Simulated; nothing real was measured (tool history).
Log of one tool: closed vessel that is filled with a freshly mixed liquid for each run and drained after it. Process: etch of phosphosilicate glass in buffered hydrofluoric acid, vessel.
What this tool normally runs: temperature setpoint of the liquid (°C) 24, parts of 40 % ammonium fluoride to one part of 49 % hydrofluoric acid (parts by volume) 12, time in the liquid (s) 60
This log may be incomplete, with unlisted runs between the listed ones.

run,day,temperature setpoint of the liquid (°C),parts of 40 % ammonium fluoride to one part of 49 % hydrofluoric acid (parts by volume),time in the liquid (s),wafers since the last listed run,hours since the thermometer was replaced,hours since the hydrofluoric acid flow meter was replaced,hours since the gauge calibration,"read-back film thickness of the phosphosilicate glass reference wafer, read on the same gauge (nm)",thickness taken off the phosphosilicate glass on a monitor wafer (nm)
1,0,24,12,60,0,1288,1806.3,210.8,129.98,527.14
2,0.533,25.5,12,60,1230,1300.8,1819.1,223.6,130.04,558.99
3,1.275,25.5,12,60,1710,1318.6,1836.9,241.4,129.98,560.89
4,2.454,24,12,75,2719,1346.9,1865.2,269.7,129.99,651.56
# day 3.417: gauge calibrated
5,3.638,24,12,60,2729,1375.3,1893.6,5.3,130.02,527.89
6,4.275,24,11,45,1470,1390.6,1908.9,20.6,130,417.01
7,5.5,24,11,45,2825,1420,1938.3,50,129.94,420.49
8,6.096,24,11,45,1374,1434.3,1952.6,64.3,130.03,423.38
9,7.483,24,10,60,3200,1467.6,1985.9,97.6,129.98,627.58
10,10.408,24,13,60,6746,1537.8,2056.1,167.8,130.01,491.62
# day 11.575: thermometer replaced
11,11.712,24,13,60,2912,3.3,2087.4,199.1,130.01,517.76
12,12.9,25.5,9,75,2739,31.8,2115.9,227.6,130.02,968.01
13,13.808,25.5,12,60,2095,53.6,2137.7,249.4,130.01,607.57
14,14.942,20.5,16,60,2614,80.8,2164.9,276.6,130,354.55
# day 14.988: thermometer replaced, repeated, since the last time left the tool worse
# day 15.108: gauge calibrated
15,15.617,20.5,14,30,1460,15.1,2181.1,12.2,130.06,171.77
16,16.321,24,12,75,1624,32,2198,29.1,129.98,600.28
17,17.542,22,16.5,35,2816,61.3,2227.3,58.4,130.01,181.99
# day 17.696: hydrofluoric acid flow meter replaced
18,18.621,24,14,60,2393,87.2,22.2,84.3,129.99,423.87
19,19.246,28.5,12,60,1441,102.2,37.2,99.3,129.97,608.07
20,21.05,24,12,60,4161,145.5,80.5,142.6,130.02,483.95
21,22.275,26,14,70,2825,174.9,109.9,172,130.04,536.47
22,23.108,24,9,45,1922,194.9,129.9,192,129.99,462.44

Here are 5 independent what-if runs from the current tool condition. What would each one return?
A,23.138,24,8,60,67,195.6,130.6,192.7,?,?
B,23.138,24,8,50,67,195.6,130.6,192.7,?,?
C,23.138,21.5,15.5,80,67,195.6,130.6,192.7,?,?
D,23.138,27.5,12,30,67,195.6,130.6,192.7,?,?
E,23.138,24,12,70,67,195.6,130.6,192.7,?,?

run,"read-back film thickness of the phosphosilicate glass reference wafer, read on the same gauge (nm)",thickness taken off the phosphosilicate glass on a monitor wafer (nm)
A,130.01,695.32
B,130.01,579.43
C,130.01,433.65
D,130.01,289.36
E,130.01,559.37
The same runs, with their run-to-run variation unchanged, on a tool lacking any hidden condition would have given:
run,thickness taken off the phosphosilicate glass on a monitor wafer (nm)
A,675.56
B,562.97
C,421.09
D,281.31
E,543.46
